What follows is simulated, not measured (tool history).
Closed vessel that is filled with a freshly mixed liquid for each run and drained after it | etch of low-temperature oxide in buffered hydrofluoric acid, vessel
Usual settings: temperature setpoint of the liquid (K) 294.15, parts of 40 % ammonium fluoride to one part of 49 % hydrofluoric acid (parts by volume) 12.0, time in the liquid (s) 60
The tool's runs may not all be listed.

run,hour,temperature setpoint of the liquid (K),parts of 40 % ammonium fluoride to one part of 49 % hydrofluoric acid (parts by volume),time in the liquid (s),wafers since the last listed run,hours since the thermometer was replaced,hours since the hydrofluoric acid flow meter was replaced,hours since the gauge calibration,"read-back film thickness of the low-temperature oxide reference wafer, read on the same gauge (nm)",thickness taken off the low-temperature oxide on a monitor wafer (Å)
1,0.0,294.15,12.0,60,0,530.8,82.2,541.2,129.98,1202.0
# hour 44.8: thermometer replaced
2,79.2,294.15,12.0,60,7687,34.4,161.4,620.4,130.01,1197.3
3,175.1,294.15,12.0,60,9427,130.3,257.3,716.3,129.99,1204.0
4,248.7,294.15,12.0,60,7235,203.9,330.9,789.9,129.95,1213.0
5,355.5,296.15,12.0,60,10499,310.7,437.7,896.7,129.99,1360.9
6,450.9,294.15,12.0,45,9378,406.1,533.1,992.1,129.98,912.6
7,507.4,294.15,12.0,45,5554,462.6,589.6,1048.6,130.00,911.9
8,656.6,294.15,12.0,60,14667,611.8,738.8,1197.8,129.96,1230.8
# hour 669.6: thermometer replaced
9,706.1,294.15,12.0,60,4768,36.5,788.3,1247.3,130.02,1234.6
# hour 715.1: hydrofluoric acid flow meter replaced
10,777.8,296.15,10.0,80,6950,108.2,62.7,1319.0,130.00,2128.7
11,875.6,291.65,8.0,30,9614,206.0,160.5,1416.8,129.96,759.7
12,950.4,294.15,12.0,60,7353,280.8,235.3,1491.6,129.96,1205.7
13,991.1,290.15,10.0,90,4001,321.5,276.0,1532.3,129.96,1721.2
14,1041.6,290.15,12.0,50,4964,372.0,326.5,1582.8,129.99,802.7
# hour 1064.2: gauge calibrated
15,1139.7,296.65,12.0,85,9644,470.1,424.6,75.5,130.01,1978.5
# hour 1307.1: thermometer replaced
16,1407.1,291.15,14.5,45,26189,100.0,692.0,342.9,129.97,646.4
17,1478.9,294.15,12.0,60,7058,171.8,763.8,414.7,130.04,1230.1
# hour 1531.6: hydrofluoric acid flow meter replaced
18,1580.6,297.65,9.5,35,9899,273.5,49.0,516.4,129.99,1050.9

How the hidden state differs across the entries between the runs, from the last listed run before each to the first after it:
Between runs 1 and 2: thermometer replaced (hour 44.8)
  hydrofluoric acid flow above the setpoint (%): 0.404 -> 0.7
  measured less the result without the state, thickness taken off the low-temperature oxide on a monitor wafer (Å): +4.7 -> +8.1
Between runs 8 and 9: thermometer replaced (hour 669.6)
  hydrofluoric acid flow above the setpoint (%): 2.86 -> 3.04
  measured less the result without the state, thickness taken off the low-temperature oxide on a monitor wafer (Å): +33.5 -> +35.7
Between runs 9 and 10: hydrofluoric acid flow meter replaced (hour 715.1)
  hydrofluoric acid flow above the setpoint (%): 3.04 -> 0.495
  measured less the result without the state, thickness taken off the low-temperature oxide on a monitor wafer (Å): +35.7 -> +6.6
Between runs 14 and 15: gauge calibrated (hour 1064.2)
  hydrofluoric acid flow above the setpoint (%): 1.48 -> 1.85
  measured less the result without the state, thickness taken off the low-temperature oxide on a monitor wafer (Å): +11.5 -> +35.2
Between runs 15 and 16: thermometer replaced (hour 1307.1)
  hydrofluoric acid flow above the setpoint (%): 1.85 -> 2.85
  measured less the result without the state, thickness taken off the low-temperature oxide on a monitor wafer (Å): +35.2 -> +17.6
Between runs 17 and 18: hydrofluoric acid flow meter replaced (hour 1531.6)
  hydrofluoric acid flow above the setpoint (%): 3.12 -> 0.5
  measured less the result without the state, thickness taken off the low-temperature oxide on a monitor wafer (Å): +36.4 -> +3.3
